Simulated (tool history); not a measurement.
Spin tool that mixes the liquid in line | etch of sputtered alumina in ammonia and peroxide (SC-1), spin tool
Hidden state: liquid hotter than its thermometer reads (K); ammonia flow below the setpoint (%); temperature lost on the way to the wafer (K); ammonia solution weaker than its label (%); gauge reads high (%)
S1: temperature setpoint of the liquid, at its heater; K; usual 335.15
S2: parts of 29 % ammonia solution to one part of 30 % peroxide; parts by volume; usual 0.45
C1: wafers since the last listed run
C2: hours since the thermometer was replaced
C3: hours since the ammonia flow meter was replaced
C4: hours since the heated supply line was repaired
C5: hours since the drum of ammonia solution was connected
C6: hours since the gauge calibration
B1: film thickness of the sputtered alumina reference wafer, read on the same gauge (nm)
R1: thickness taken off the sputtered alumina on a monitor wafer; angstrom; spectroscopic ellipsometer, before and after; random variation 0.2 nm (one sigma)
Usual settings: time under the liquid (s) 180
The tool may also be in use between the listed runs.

run 1 hour=0.0 | S1=335.15 S2=0.45 time_under_the_liquid_(s)=180 | C1=0 C2=745.4 C3=423.7 C4=399.3 C5=353.8 C6=782.0 | B1=79.99 | R1=250.9
-- hour=46.7 new drum of ammonia solution connected
run 2 hour=107.3 | S1=335.15 S2=0.45 time_under_the_liquid_(s)=180 | C1=691 C2=852.7 C3=531.0 C4=506.6 C5=60.6 C6=889.3 | B1=80.00 | R1=257.0
run 3 hour=160.3 | S1=335.15 S2=0.45 time_under_the_liquid_(s)=180 | C1=344 C2=905.7 C3=584.0 C4=559.6 C5=113.6 C6=942.3 | B1=79.96 | R1=254.8
run 4 hour=254.9 | S1=335.15 S2=0.45 time_under_the_liquid_(s)=180 | C1=615 C2=1000.3 C3=678.6 C4=654.2 C5=208.2 C6=1036.9 | B1=79.99 | R1=257.0
run 5 hour=336.9 | S1=335.15 S2=0.45 time_under_the_liquid_(s)=180 | C1=533 C2=1082.3 C3=760.6 C4=736.2 C5=290.2 C6=1118.9 | B1=79.95 | R1=261.3
run 6 hour=375.2 | S1=335.15 S2=0.45 time_under_the_liquid_(s)=180 | C1=249 C2=1120.6 C3=798.9 C4=774.5 C5=328.5 C6=1157.2 | B1=79.97 | R1=259.5
-- hour=404.4 new drum of ammonia solution connected
-- hour=426.4 heated supply line repaired
run 7 hour=438.1 | S1=335.15 S2=0.45 time_under_the_liquid_(s)=180 | C1=396 C2=1183.5 C3=861.8 C4=11.7 C5=33.7 C6=1220.1 | B1=79.98 | R1=262.7
-- hour=523.1 ammonia flow meter replaced
run 8 hour=537.7 | S1=335.15 S2=0.45 time_under_the_liquid_(s)=120 | C1=641 C2=1283.1 C3=14.6 C4=111.3 C5=133.3 C6=1319.7 | B1=79.97 | R1=175.9
run 9 hour=578.7 | S1=340.15 S2=0.45 time_under_the_liquid_(s)=180 | C1=266 C2=1324.1 C3=55.6 C4=152.3 C5=174.3 C6=1360.7 | B1=79.97 | R1=339.4
-- hour=580.7 thermometer replaced
run 10 hour=632.4 | S1=340.15 S2=0.45 time_under_the_liquid_(s)=180 | C1=342 C2=51.7 C3=109.3 C4=206.0 C5=228.0 C6=1414.4 | B1=80.00 | R1=309.9
run 11 hour=703.3 | S1=335.15 S2=0.45 time_under_the_liquid_(s)=180 | C1=461 C2=122.6 C3=180.2 C4=276.9 C5=298.9 C6=1485.3 | B1=79.96 | R1=239.0
run 12 hour=778.8 | S1=326.15 S2=0.40 time_under_the_liquid_(s)=180 | C1=490 C2=198.1 C3=255.7 C4=352.4 C5=374.4 C6=1560.8 | B1=79.97 | R1=151.0
-- hour=812.5 new drum of ammonia solution connected
run 13 hour=859.3 | S1=335.15 S2=0.45 time_under_the_liquid_(s)=140 | C1=516 C2=278.6 C3=336.2 C4=432.9 C5=46.8 C6=1641.3 | B1=80.01 | R1=188.8
run 14 hour=941.3 | S1=335.15 S2=0.45 time_under_the_liquid_(s)=180 | C1=533 C2=360.6 C3=418.2 C4=514.9 C5=128.8 C6=1723.3 | B1=79.97 | R1=243.9
run 15 hour=1012.4 | S1=335.15 S2=0.60 time_under_the_liquid_(s)=145 | C1=462 C2=431.7 C3=489.3 C4=586.0 C5=199.9 C6=1794.4 | B1=80.01 | R1=201.0
run 16 hour=1074.7 | S1=335.15 S2=0.30 time_under_the_liquid_(s)=230 | C1=405 C2=494.0 C3=551.6 C4=648.3 C5=262.2 C6=1856.7 | B1=80.00 | R1=303.5
run 17 hour=1157.7 | S1=337.65 S2=0.45 time_under_the_liquid_(s)=180 | C1=539 C2=577.0 C3=634.6 C4=731.3 C5=345.2 C6=1939.7 | B1=80.02 | R1=283.6
-- hour=1173.9 gauge calibrated
-- hour=1175.8 new drum of ammonia solution connected
-- hour=1179.6 heated supply line repaired
run 18 hour=1231.4 | S1=335.15 S2=0.45 time_under_the_liquid_(s)=180 | C1=466 C2=650.7 C3=708.3 C4=51.8 C5=55.6 C6=57.5 | B1=79.99 | R1=248.5
run 19 hour=1331.8 | S1=335.15 S2=0.60 time_under_the_liquid_(s)=180 | C1=652 C2=751.1 C3=808.7 C4=152.2 C5=156.0 C6=157.9 | B1=79.99 | R1=260.1
-- hour=1391.5 ammonia flow meter replaced
run 20 hour=1415.3 | S1=327.15 S2=0.45 time_under_the_liquid_(s)=270 | C1=536 C2=834.6 C3=23.8 C4=235.7 C5=239.5 C6=241.4 | B1=80.00 | R1=250.5
run 21 hour=1513.6 | S1=335.15 S2=0.45 time_under_the_liquid_(s)=180 | C1=639 C2=932.9 C3=122.1 C4=334.0 C5=337.8 C6=339.7 | B1=79.96 | R1=256.0
run 22 hour=1551.1 | S1=335.15 S2=0.40 time_under_the_liquid_(s)=180 | C1=243 C2=970.4 C3=159.6 C4=371.5 C5=375.3 C6=377.2 | B1=79.99 | R1=254.6
-- hour=1572.4 new drum of ammonia solution connected
run 23 hour=1637.3 | S1=335.15 S2=0.65 time_under_the_liquid_(s)=180 | C1=554 C2=1056.6 C3=245.8 C4=457.7 C5=64.9 C6=463.4 | B1=80.01 | R1=266.8
run 24 hour=1723.6 | S1=335.15 S2=0.65 time_under_the_liquid_(s)=180 | C1=561 C2=1142.9 C3=332.1 C4=544.0 C5=151.2 C6=549.7 | B1=80.00 | R1=267.6
run 25 hour=1813.9 | S1=342.15 S2=0.55 time_under_the_liquid_(s)=180 | C1=587 C2=1233.2 C3=422.4 C4=634.3 C5=241.5 C6=640.0 | B1=79.99 | R1=373.2

Hidden state at the last listed run before each entry between runs and at the first one after, where it differs:
Between runs 1 and 2: new drum of ammonia solution connected (hour 46.7)
  liquid hotter than its thermometer reads (K): 1.13 -> 1.29
  measured less the result without the state, R1: +13.9 -> +16.2 angstrom
Between runs 6 and 7: new drum of ammonia solution connected (hour 404.4); heated supply line repaired (hour 426.4)
  liquid hotter than its thermometer reads (K): 1.66 -> 1.75
  measured less the result without the state, R1: +20.8 -> +22.2 angstrom
Between runs 7 and 8: ammonia flow meter replaced (hour 523.1)
  liquid hotter than its thermometer reads (K): 1.75 -> 1.89
  measured less the result without the state, R1: +22.2 -> +15.9 angstrom
Between runs 9 and 10: thermometer replaced (hour 580.7)
  liquid hotter than its thermometer reads (K): 1.95 -> 0.0884
  measured less the result without the state, R1: +30.7 -> +1.3 angstrom
Between runs 12 and 13: new drum of ammonia solution connected (hour 812.5)
  liquid hotter than its thermometer reads (K): 0.296 -> 0.409
  measured less the result without the state, R1: +2.4 -> +3.9 angstrom
Between runs 17 and 18: gauge calibrated (hour 1173.9); new drum of ammonia solution connected (hour 1175.8); heated supply line repaired (hour 1179.6)
  liquid hotter than its thermometer reads (K): 0.832 -> 0.936
  measured less the result without the state, R1: +11.4 -> +11.6 angstrom
Between runs 19 and 20: ammonia flow meter replaced (hour 1391.5)
  liquid hotter than its thermometer reads (K): 1.08 -> 1.2
  measured less the result without the state, R1: +13.8 -> +15.5 angstrom
Between runs 22 and 23: new drum of ammonia solution connected (hour 1572.4)
  liquid hotter than its thermometer reads (K): 1.39 -> 1.51
  measured less the result without the state, R1: +17.3 -> +19.6 angstrom
